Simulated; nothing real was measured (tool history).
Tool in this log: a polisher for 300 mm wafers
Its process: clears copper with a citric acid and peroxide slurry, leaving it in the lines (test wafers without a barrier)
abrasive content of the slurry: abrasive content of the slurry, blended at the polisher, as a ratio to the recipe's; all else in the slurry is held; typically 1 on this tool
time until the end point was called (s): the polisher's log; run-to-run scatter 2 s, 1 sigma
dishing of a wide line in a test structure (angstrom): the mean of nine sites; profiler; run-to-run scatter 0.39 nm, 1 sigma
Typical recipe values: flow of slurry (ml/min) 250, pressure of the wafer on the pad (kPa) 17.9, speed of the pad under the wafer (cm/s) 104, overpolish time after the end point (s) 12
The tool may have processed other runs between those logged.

run,day,flow of slurry (ml/min),pressure of the wafer on the pad (kPa),speed of the pad under the wafer (cm/s),abrasive content of the slurry,overpolish time after the end point (s),"incoming thickness of the incoming film, nm",time until the end point was called (s),dishing of a wide line in a test structure (angstrom)
1,0,180,17.9,104,1,8,193.6,108.3,122
2,0.558,180,17.9,104,1,8,193.5,108,126
3,1.188,290,17.9,104,1,12,196.6,104.1,195
4,2.475,250,17.9,104,1,12,198.4,109.4,186
# day 2.942: worn pad replaced by a new one
5,3.267,250,21.4,122,0.75,9,197,83.4,176
6,4.75,330,17.9,104,1,12,196.5,102.8,190
# day 5.246: slurry nozzle cleaned
7,5.967,250,17.9,104,1,12,198.1,108.4,184
8,7.075,200,14.5,104,1,16,195.6,137.3,189
9,8.446,250,17.9,104,1,12,195,104.2,185
# day 8.658: slurry blender recalibrated
10,9.679,250,17.9,104,0.85,12,194.4,113.3,172
11,10.308,215,17.9,104,0.7,12,192.4,117.1,165
12,11.525,250,17.9,104,1.1,12,196.2,106,181
13,12.654,250,17.9,104,1,12,191.8,103.8,178
# day 13.604: worn pad replaced by a new one
14,13.625,180,17.9,104,1,8,194.9,114.5,120
15,14.133,250,17.9,104,1,12,192.1,103.5,174
16,14.729,320,17.9,82,1,7,196.1,132.1,92
17,15.533,175,17.9,88,1,12,194.6,132,148
# day 15.921: slurry nozzle cleaned
# day 17.304: slurry blender recalibrated
18,19.925,285,21.4,104,1,16,197.8,94,268
19,20.446,250,12.4,136,1,12,193.7,126,151
20,21.7,250,17.9,104,1,12,195,111.9,169
21,22.667,250,17.9,104,1.15,12,196.6,107.5,181
22,23.821,195,15.9,94,1,19,196.4,142.4,212
# day 24.138: worn pad replaced by a new one
23,24.396,250,11.7,104,1.1,12,194.4,161.1,123
24,25.812,285,17.9,118,0.85,7,193.9,101.9,115
# day 26.488: slurry nozzle cleaned
25,26.596,175,17.9,88,1,12,196.7,140.2,147
26,27.229,250,20,104,0.75,12,193.8,108.7,178
27,27.988,250,17.9,104,1,12,198,113.5,172

Forecast each of these 5 alternatives for the next run:
A,28.004,250,21.4,104,1,12,193.5,?,?
B,28.004,305,17.9,104,1.15,12,193.5,?,?
C,28.004,250,17.9,76,1.25,8,193.5,?,?
D,28.004,315,13.1,104,1,12,193.5,?,?
E,28.004,250,17.9,132,1,16,193.5,?,?

run,time until the end point was called (s),dishing of a wide line in a test structure (angstrom)
A,94.5,204
B,106.5,182
C,139,97
D,148.5,133
E,91,270
Without the tool's hidden state the same runs would have given:
run,time until the end point was called (s),dishing of a wide line in a test structure (angstrom)
A,88.1,217
B,99.4,194
C,129.7,104
D,138.6,142
E,84.8,287
